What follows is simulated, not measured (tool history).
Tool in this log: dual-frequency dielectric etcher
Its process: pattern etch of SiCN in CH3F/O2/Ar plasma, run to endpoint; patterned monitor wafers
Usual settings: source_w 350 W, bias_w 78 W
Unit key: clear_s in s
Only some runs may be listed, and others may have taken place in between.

run    hour  source_w  bias_w  wafers since the last listed run  hours since the last wet clean  hours since the last source power generator calibration  hours since the last bias power generator calibration  hours since the last upper electrode change  incoming incoming film thickness, nm  clear_s
  1       0       350      78                                 0                           232.5                                                   3098.5                                                 3253.3                                       3221.8                                  7.85     20.7
        212  -- wet clean of the chamber
  2   275.4       350      78                              4707                            63.4                                                   3373.9                                                 3528.7                                       3497.2                                  7.88       21
  3     323       350      78                               891                             111                                                   3421.5                                                 3576.3                                       3544.8                                  7.86     20.7
  4   370.8       350      78                               895                           158.8                                                   3469.3                                                 3624.1                                       3592.6                                  7.95     20.7
  5   459.8       350      78                              1666                           247.8                                                   3558.3                                                 3713.1                                       3681.6                                  7.87     20.6
  6   564.7       350      78                              1964                           352.7                                                   3663.2                                                   3818                                       3786.5                                  7.84     20.4
      738.5  -- wet clean of the chamber
  7   836.2       350      78                              4634                            97.7                                                   3934.7                                                 4089.5                                         4058                                  7.87     20.3
  8     883       350      78                               876                           144.5                                                   3981.5                                                 4136.3                                       4104.8                                  7.94     20.7
      940.7  -- bias power generator calibrated
  9  1129.9       350      78                              4548                           391.4                                                   4228.4                                                  189.2                                       4351.7                                  7.92     20.6
     1229.2  -- wet clean of the chamber
 10  1230.5       350      69                              1434                             1.3                                                     4329                                                  289.8                                       4452.3                                  7.87     21.3
     1241.5  -- source power generator calibrated
     1287.3  -- upper electrode replaced
 11  1287.8       350      69                               548                            58.6                                                     46.3                                                  347.1                                          0.5                                  7.94     21.4
 12    1337       350      69                               921                           107.8                                                     95.5                                                  396.3                                         49.7                                  7.87     21.2
 13  1416.5       310      68                              1488                           187.3                                                      175                                                  475.8                                        129.2                                  7.88     22.8
 14  1455.3       350      78                               726                           226.1                                                    213.8                                                  514.6                                          168                                  7.91     20.6
     1675.9  -- wet clean of the chamber
 15  1741.2       350      78                              4903                            65.3                                                    499.7                                                  800.5                                        453.9                                  7.93     20.7
 16    1807       350      94                              1232                           131.1                                                    565.5                                                  866.3                                        519.7                                  7.95     19.6
 17  1846.7       430      69                               743                           170.8                                                    605.2                                                    906                                        559.4                                  7.92     18.8
 18  1926.6       420      78                              1496                           250.7                                                    685.1                                                  985.9                                        639.3                                  7.94     18.7
 19  1990.7       270      98                              1200                           314.8                                                    749.2                                                   1050                                        703.4                                  7.92     22.8
 20  2069.7       310      67                              1479                           393.8                                                    828.2                                                   1129                                        782.4                                  7.93     23.2
     2183.9  -- wet clean of the chamber
 21  2184.4       370      92                              1698                             0.5                                                    942.9                                                 1243.7                                        897.1                                  7.78     18.8
 22  2254.2       350      73                              1306                            70.3                                                   1012.7                                                 1313.5                                        966.9                                  7.92     20.8
 23  2295.6       440      95                               775                           111.7                                                   1054.1                                                 1354.9                                       1008.3                                  7.83     17.2
 24    2347       280      98                               962                           163.1                                                   1105.5                                                 1406.3                                       1059.7                                  7.92     22.6
 25  2412.5       290      71                              1226                           228.6                                                     1171                                                 1471.8                                       1125.2                                  7.96     23.7

What was the tool's hidden state at every run in the log?
etch rate over this chamber's usual, %: 0 on each run
source power that arrives over what is set, %: 0 on each run
bias power that arrives over what is set, %: 0 on each run

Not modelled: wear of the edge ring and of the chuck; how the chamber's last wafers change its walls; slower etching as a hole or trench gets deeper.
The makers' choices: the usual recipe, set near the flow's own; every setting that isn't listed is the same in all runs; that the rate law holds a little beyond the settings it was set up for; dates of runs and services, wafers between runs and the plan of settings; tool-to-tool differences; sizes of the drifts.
